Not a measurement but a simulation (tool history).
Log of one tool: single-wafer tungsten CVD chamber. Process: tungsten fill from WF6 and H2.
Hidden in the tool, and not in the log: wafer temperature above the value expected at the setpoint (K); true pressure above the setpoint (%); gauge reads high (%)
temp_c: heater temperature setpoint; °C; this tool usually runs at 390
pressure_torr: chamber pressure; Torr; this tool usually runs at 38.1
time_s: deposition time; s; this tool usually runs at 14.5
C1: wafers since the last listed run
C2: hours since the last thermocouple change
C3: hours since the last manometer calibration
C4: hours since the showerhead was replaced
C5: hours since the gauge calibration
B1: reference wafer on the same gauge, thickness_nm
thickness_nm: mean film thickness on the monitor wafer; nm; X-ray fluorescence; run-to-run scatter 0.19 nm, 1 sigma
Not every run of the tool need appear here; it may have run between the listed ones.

run 1 day=0.000 | temp_c=390 pressure_torr=38.1 time_s=14.5 | C1=0 C2=1835.8 C3=695.6 C4=3839.0 C5=522.5 | B1=34.969 | thickness_nm=44.993
run 2 day=1.450 | temp_c=390 pressure_torr=38.1 time_s=14.5 | C1=1466 C2=1870.6 C3=730.4 C4=3873.8 C5=557.3 | B1=34.995 | thickness_nm=44.988
run 3 day=2.925 | temp_c=390 pressure_torr=38.1 time_s=16.6 | C1=1491 C2=1906.0 C3=765.8 C4=3909.2 C5=592.7 | B1=35.004 | thickness_nm=51.556
run 4 day=3.833 | temp_c=390 pressure_torr=38.1 time_s=16.6 | C1=918 C2=1927.8 C3=787.6 C4=3931.0 C5=614.5 | B1=34.995 | thickness_nm=51.556
run 5 day=4.821 | temp_c=390 pressure_torr=38.1 time_s=14.5 | C1=998 C2=1951.5 C3=811.3 C4=3954.7 C5=638.2 | B1=35.006 | thickness_nm=45.140
run 6 day=5.417 | temp_c=390 pressure_torr=38.1 time_s=14.5 | C1=602 C2=1965.8 C3=825.6 C4=3969.0 C5=652.5 | B1=35.017 | thickness_nm=45.176
run 7 day=6.104 | temp_c=390 pressure_torr=38.1 time_s=13.4 | C1=695 C2=1982.3 C3=842.1 C4=3985.5 C5=669.0 | B1=34.996 | thickness_nm=41.605
run 8 day=6.958 | temp_c=390 pressure_torr=38.1 time_s=13.4 | C1=863 C2=2002.8 C3=862.6 C4=4006.0 C5=689.5 | B1=34.971 | thickness_nm=41.857
run 9 day=7.633 | temp_c=380 pressure_torr=38.1 time_s=14.5 | C1=682 C2=2019.0 C3=878.8 C4=4022.2 C5=705.7 | B1=34.998 | thickness_nm=36.417
run 10 day=8.154 | temp_c=390 pressure_torr=38.1 time_s=14.5 | C1=526 C2=2031.5 C3=891.3 C4=4034.7 C5=718.2 | B1=35.011 | thickness_nm=45.191
run 11 day=9.183 | temp_c=401 pressure_torr=38.1 time_s=14.5 | C1=1040 C2=2056.2 C3=916.0 C4=4059.4 C5=742.9 | B1=35.025 | thickness_nm=57.110
-- day=12.325 showerhead replaced
run 12 day=13.358 | temp_c=401 pressure_torr=38.1 time_s=14.5 | C1=3885 C2=2156.4 C3=1016.2 C4=24.8 C5=843.1 | B1=34.969 | thickness_nm=57.550
run 13 day=14.612 | temp_c=390 pressure_torr=38.1 time_s=14.5 | C1=1268 C2=2186.5 C3=1046.3 C4=54.9 C5=873.2 | B1=34.977 | thickness_nm=45.765
-- day=15.204 thermocouple changed; heater temperature recalibrated
run 14 day=15.225 | temp_c=390 pressure_torr=43.6 time_s=14.5 | C1=282 C2=0.5 C3=1061.0 C4=69.6 C5=887.9 | B1=35.003 | thickness_nm=53.369
run 15 day=16.475 | temp_c=390 pressure_torr=43.6 time_s=14.5 | C1=1264 C2=30.5 C3=1091.0 C4=99.6 C5=917.9 | B1=35.047 | thickness_nm=53.773
run 16 day=17.588 | temp_c=390 pressure_torr=43.6 time_s=14.5 | C1=1125 C2=57.2 C3=1117.7 C4=126.3 C5=944.6 | B1=34.985 | thickness_nm=53.604
-- day=17.954 gauge calibrated
run 17 day=18.588 | temp_c=390 pressure_torr=41.0 time_s=12.7 | C1=1011 C2=81.2 C3=1141.7 C4=150.3 C5=15.2 | B1=35.039 | thickness_nm=45.565
run 18 day=19.662 | temp_c=399 pressure_torr=38.1 time_s=12.9 | C1=1087 C2=107.0 C3=1167.5 C4=176.1 C5=41.0 | B1=34.993 | thickness_nm=53.284
run 19 day=20.862 | temp_c=375 pressure_torr=38.1 time_s=14.5 | C1=1213 C2=135.8 C3=1196.3 C4=204.9 C5=69.8 | B1=34.970 | thickness_nm=35.975
run 20 day=22.283 | temp_c=390 pressure_torr=38.1 time_s=16.2 | C1=1437 C2=169.9 C3=1230.4 C4=239.0 C5=103.9 | B1=35.037 | thickness_nm=55.415
run 21 day=23.725 | temp_c=390 pressure_torr=38.1 time_s=16.5 | C1=1458 C2=204.5 C3=1265.0 C4=273.6 C5=138.5 | B1=35.006 | thickness_nm=56.668
run 22 day=24.442 | temp_c=384 pressure_torr=38.1 time_s=14.5 | C1=724 C2=221.7 C3=1282.2 C4=290.8 C5=155.7 | B1=34.950 | thickness_nm=44.274
-- day=25.038 thermocouple changed; heater temperature recalibrated, repeated, since the last time left the tool worse
run 23 day=25.333 | temp_c=401 pressure_torr=46.0 time_s=13.2 | C1=564 C2=7.1 C3=1303.6 C4=312.2 C5=177.1 | B1=35.009 | thickness_nm=54.081
run 24 day=26.275 | temp_c=390 pressure_torr=38.1 time_s=14.5 | C1=952 C2=29.7 C3=1326.2 C4=334.8 C5=199.7 | B1=35.029 | thickness_nm=42.551
-- day=27.050 capacitance manometer re-zeroed and calibrated
run 25 day=27.317 | temp_c=401 pressure_torr=46.0 time_s=13.2 | C1=716 C2=54.7 C3=6.4 C4=359.8 C5=224.7 | B1=35.007 | thickness_nm=53.973
run 26 day=28.638 | temp_c=390 pressure_torr=33.7 time_s=14.5 | C1=1335 C2=86.4 C3=38.1 C4=391.5 C5=256.4 | B1=35.000 | thickness_nm=39.570
run 27 day=29.829 | temp_c=377 pressure_torr=38.1 time_s=14.5 | C1=1205 C2=115.0 C3=66.7 C4=420.1 C5=285.0 | B1=34.993 | thickness_nm=31.788
run 28 day=33.808 | temp_c=378 pressure_torr=45.1 time_s=11.8 | C1=4024 C2=210.5 C3=162.2 C4=515.6 C5=380.5 | B1=35.020 | thickness_nm=28.938
run 29 day=34.388 | temp_c=390 pressure_torr=38.1 time_s=14.5 | C1=585 C2=224.4 C3=176.1 C4=529.5 C5=394.4 | B1=34.970 | thickness_nm=42.602
run 30 day=35.054 | temp_c=390 pressure_torr=32.2 time_s=16.9 | C1=674 C2=240.4 C3=192.1 C4=545.5 C5=410.4 | B1=35.015 | thickness_nm=44.795
run 31 day=35.588 | temp_c=390 pressure_torr=38.1 time_s=14.5 | C1=539 C2=253.2 C3=204.9 C4=558.3 C5=423.2 | B1=34.985 | thickness_nm=42.310
run 32 day=39.146 | temp_c=390 pressure_torr=38.1 time_s=14.5 | C1=3598 C2=338.6 C3=290.3 C4=643.7 C5=508.6 | B1=35.039 | thickness_nm=42.485
run 33 day=40.071 | temp_c=390 pressure_torr=38.1 time_s=17.1 | C1=935 C2=360.8 C3=312.5 C4=665.9 C5=530.8 | B1=35.007 | thickness_nm=50.556
run 34 day=40.733 | temp_c=390 pressure_torr=33.7 time_s=14.5 | C1=670 C2=376.7 C3=328.4 C4=681.8 C5=546.7 | B1=35.002 | thickness_nm=39.532

Measured minus without-hidden-state, run by run (identical run-to-run variation in each term; gauge scatter may differ):
run=1 thickness_nm=+2.647
run=2 thickness_nm=+2.724
run=3 thickness_nm=+3.214
run=4 thickness_nm=+3.271
run=5 thickness_nm=+2.919
run=6 thickness_nm=+2.955
run=7 thickness_nm=+2.758
run=8 thickness_nm=+2.819
run=9 thickness_nm=+2.639
run=10 thickness_nm=+3.113
run=11 thickness_nm=+3.734
run=12 thickness_nm=+4.060
run=13 thickness_nm=+3.546
run=14 thickness_nm=+8.199
run=15 thickness_nm=+8.262
run=16 thickness_nm=+8.237
run=17 thickness_nm=+7.003
run=18 thickness_nm=+7.700
run=19 thickness_nm=+5.984
run=20 thickness_nm=+8.532
run=21 thickness_nm=+8.734
run=22 thickness_nm=+7.072
run=23 thickness_nm=+0.166
run=24 thickness_nm=+0.142
run=25 thickness_nm=+0.168
run=26 thickness_nm=+0.136
run=27 thickness_nm=+0.121
run=28 thickness_nm=+0.123
run=29 thickness_nm=+0.172
run=30 thickness_nm=+0.185
run=31 thickness_nm=+0.179
run=32 thickness_nm=+0.210
run=33 thickness_nm=+0.261
run=34 thickness_nm=+0.211
